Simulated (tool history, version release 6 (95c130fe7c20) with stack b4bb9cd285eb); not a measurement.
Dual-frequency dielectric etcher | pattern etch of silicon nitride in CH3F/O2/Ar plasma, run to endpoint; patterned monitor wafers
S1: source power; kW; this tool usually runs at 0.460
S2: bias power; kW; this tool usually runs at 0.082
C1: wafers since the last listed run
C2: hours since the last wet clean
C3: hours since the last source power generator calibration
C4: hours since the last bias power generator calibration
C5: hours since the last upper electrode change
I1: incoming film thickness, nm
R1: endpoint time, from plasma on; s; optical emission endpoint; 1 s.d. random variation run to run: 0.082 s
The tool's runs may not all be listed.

run,hour,S1,S2,C1,C2,C3,C4,C5,I1,R1
1,0.0,0.460,0.082,0,355.5,2107.9,3143.0,2624.8,20.05,27.0
2,92.7,0.460,0.082,1017,448.2,2200.6,3235.7,2717.5,20.08,26.9
3,159.9,0.460,0.082,737,515.4,2267.8,3302.9,2784.7,20.23,27.1
# hour 268.7: wet clean of the chamber
4,269.2,0.460,0.082,936,0.5,2377.1,3412.2,2894.0,19.98,27.4
5,318.5,0.460,0.082,541,49.8,2426.4,3461.5,2943.3,20.14,27.5
6,364.4,0.460,0.082,503,95.7,2472.3,3507.4,2989.2,20.22,27.5
7,436.5,0.460,0.082,791,167.8,2544.4,3579.5,3061.3,20.18,27.3
8,521.3,0.460,0.066,930,252.6,2629.2,3664.3,3146.1,19.97,29.2
9,605.6,0.460,0.082,925,336.9,2713.5,3748.6,3230.4,20.32,27.6
10,644.4,0.460,0.082,425,375.7,2752.3,3787.4,3269.2,19.98,26.9
11,701.3,0.460,0.082,624,432.6,2809.2,3844.3,3326.1,20.22,27.2
12,789.7,0.460,0.082,970,521.0,2897.6,3932.7,3414.5,20.16,26.9
# hour 896.7: wet clean of the chamber
13,897.2,0.460,0.082,916,0.5,3005.1,4040.2,3522.0,20.16,27.7
14,983.5,0.460,0.082,947,86.8,3091.4,4126.5,3608.3,20.01,27.4
15,1034.6,0.460,0.082,560,137.9,3142.5,4177.6,3659.4,20.17,27.5
16,1073.4,0.460,0.082,425,176.7,3181.3,4216.4,3698.2,19.85,27.2
17,1119.3,0.460,0.071,503,222.6,3227.2,4262.3,3744.1,19.97,28.6
# hour 1156.5: bias power generator calibrated
18,1189.1,0.340,0.072,722,292.4,3297.0,32.6,3813.9,20.00,31.1
19,1240.3,0.460,0.082,562,343.6,3348.2,83.8,3865.1,20.26,27.5
20,1276.5,0.460,0.102,397,379.8,3384.4,120.0,3901.3,20.14,25.2
# hour 1349.2: source power generator calibrated
21,1367.5,0.460,0.082,954,470.8,18.3,211.0,3992.3,19.97,26.5
# hour 1425.8: upper electrode replaced
# hour 1437.9: wet clean of the chamber
22,1450.5,0.520,0.082,515,12.6,101.3,294.0,24.7,20.22,26.4
23,1537.8,0.430,0.082,958,99.9,188.6,381.3,112.0,20.08,27.7
24,1626.9,0.460,0.082,978,189.0,277.7,470.4,201.1,20.13,27.0
25,1679.4,0.350,0.071,576,241.5,330.2,522.9,253.6,20.10,30.9
26,1729.4,0.370,0.068,548,291.5,380.2,572.9,303.6,20.19,31.0
27,1807.5,0.460,0.082,857,369.6,458.3,651.0,381.7,20.07,26.7
28,1878.7,0.540,0.082,781,440.8,529.5,722.2,452.9,20.03,25.2
29,1965.5,0.530,0.082,952,527.6,616.3,809.0,539.7,20.18,25.4
# hour 2086.2: wet clean of the chamber
30,2086.7,0.580,0.082,1066,0.5,737.5,930.2,660.9,20.11,25.2
31,2132.9,0.460,0.082,507,46.7,783.7,976.4,707.1,20.22,27.4
32,2200.5,0.550,0.062,742,114.3,851.3,1044.0,774.7,20.08,28.3
33,2291.2,0.490,0.064,995,205.0,942.0,1134.7,865.4,20.18,29.1
34,2329.7,0.340,0.088,422,243.5,980.5,1173.2,903.9,20.19,28.8
35,2424.4,0.410,0.097,1039,338.2,1075.2,1267.9,998.6,20.21,26.1

Here are 4 independent what-if runs from the current tool condition. What would each one return?
A,2424.8,0.460,0.082,4,338.6,1075.6,1268.3,999.0,20.09,?
B,2424.8,0.410,0.095,4,338.6,1075.6,1268.3,999.0,20.09,?
C,2424.8,0.350,0.068,4,338.6,1075.6,1268.3,999.0,20.09,?
D,2424.8,0.460,0.070,4,338.6,1075.6,1268.3,999.0,20.09,?

run,R1
A,26.8
B,26.2
C,31.3
D,28.5
Without the tool's unlogged condition, the same runs would have read:
run,R1
A,27.2
B,26.6
C,31.7
D,28.9

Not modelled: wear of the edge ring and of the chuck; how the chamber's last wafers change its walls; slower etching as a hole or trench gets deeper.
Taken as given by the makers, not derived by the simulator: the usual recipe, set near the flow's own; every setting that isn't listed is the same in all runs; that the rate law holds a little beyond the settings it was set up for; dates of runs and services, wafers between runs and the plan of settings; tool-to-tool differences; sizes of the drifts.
